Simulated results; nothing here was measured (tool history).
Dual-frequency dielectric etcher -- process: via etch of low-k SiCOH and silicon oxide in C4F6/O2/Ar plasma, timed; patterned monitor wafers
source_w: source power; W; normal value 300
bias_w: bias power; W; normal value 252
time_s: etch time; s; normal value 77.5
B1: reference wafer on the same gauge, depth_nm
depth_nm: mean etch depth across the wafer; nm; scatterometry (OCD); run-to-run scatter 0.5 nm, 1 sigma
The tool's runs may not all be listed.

run 1 hour=0.0 | source_w=300 bias_w=252 time_s=77.5 | B1=222.1 | depth_nm=236.2
run 2 hour=46.8 | source_w=300 bias_w=252 time_s=77.5 | B1=221.9 | depth_nm=235.6
run 3 hour=116.6 | source_w=300 bias_w=252 time_s=77.5 | B1=221.9 | depth_nm=233.8
run 4 hour=210.2 | source_w=300 bias_w=252 time_s=77.5 | B1=222.0 | depth_nm=233.0
-- hour=292.3 wet clean of the chamber
run 5 hour=298.3 | source_w=300 bias_w=252 time_s=77.5 | B1=222.0 | depth_nm=238.1
run 6 hour=387.0 | source_w=300 bias_w=252 time_s=77.5 | B1=221.9 | depth_nm=236.5
run 7 hour=458.2 | source_w=300 bias_w=252 time_s=77.5 | B1=222.0 | depth_nm=235.6
run 8 hour=543.9 | source_w=300 bias_w=252 time_s=77.5 | B1=222.1 | depth_nm=234.7
-- hour=558.9 bias power generator calibrated
run 9 hour=642.7 | source_w=300 bias_w=252 time_s=77.5 | B1=221.9 | depth_nm=233.9
-- hour=712.2 wet clean of the chamber
run 10 hour=742.6 | source_w=300 bias_w=252 time_s=77.5 | B1=222.0 | depth_nm=239.2
run 11 hour=808.3 | source_w=300 bias_w=279 time_s=77.5 | B1=221.9 | depth_nm=244.8
-- hour=818.3 gauge calibrated
run 12 hour=905.7 | source_w=300 bias_w=279 time_s=77.5 | B1=222.0 | depth_nm=245.8
-- hour=964.9 source power generator calibrated
run 13 hour=1007.4 | source_w=350 bias_w=293 time_s=83.5 | B1=221.8 | depth_nm=281.8
-- hour=1070.6 upper electrode replaced
run 14 hour=1074.4 | source_w=300 bias_w=196 time_s=98.5 | B1=222.0 | depth_nm=266.4
-- hour=1116.0 wet clean of the chamber
run 15 hour=1116.7 | source_w=300 bias_w=252 time_s=77.5 | B1=222.1 | depth_nm=233.1
run 16 hour=1165.6 | source_w=300 bias_w=213 time_s=69.5 | B1=222.0 | depth_nm=198.4
run 17 hour=1224.7 | source_w=380 bias_w=252 time_s=58.5 | B1=222.1 | depth_nm=198.9
run 18 hour=1294.3 | source_w=220 bias_w=307 time_s=83.5 | B1=222.1 | depth_nm=219.0
run 19 hour=1336.5 | source_w=220 bias_w=277 time_s=96.0 | B1=222.1 | depth_nm=243.1
run 20 hour=1382.0 | source_w=300 bias_w=233 time_s=65.0 | B1=222.0 | depth_nm=188.7
run 21 hour=1453.5 | source_w=360 bias_w=221 time_s=77.5 | B1=222.0 | depth_nm=243.1
-- hour=1498.1 wet clean of the chamber
run 22 hour=1537.5 | source_w=300 bias_w=194 time_s=57.5 | B1=221.9 | depth_nm=159.3

For run 23, what comes out?
run 23 hour=1599.0 | source_w=300 bias_w=210 time_s=95.0 | B1=? | depth_nm=?

{"run 23": {"B1": 221.9, "depth_nm": 268.9}}
Minus the tool's unlogged condition, the same run would have read depth_nm 268.2 nm.

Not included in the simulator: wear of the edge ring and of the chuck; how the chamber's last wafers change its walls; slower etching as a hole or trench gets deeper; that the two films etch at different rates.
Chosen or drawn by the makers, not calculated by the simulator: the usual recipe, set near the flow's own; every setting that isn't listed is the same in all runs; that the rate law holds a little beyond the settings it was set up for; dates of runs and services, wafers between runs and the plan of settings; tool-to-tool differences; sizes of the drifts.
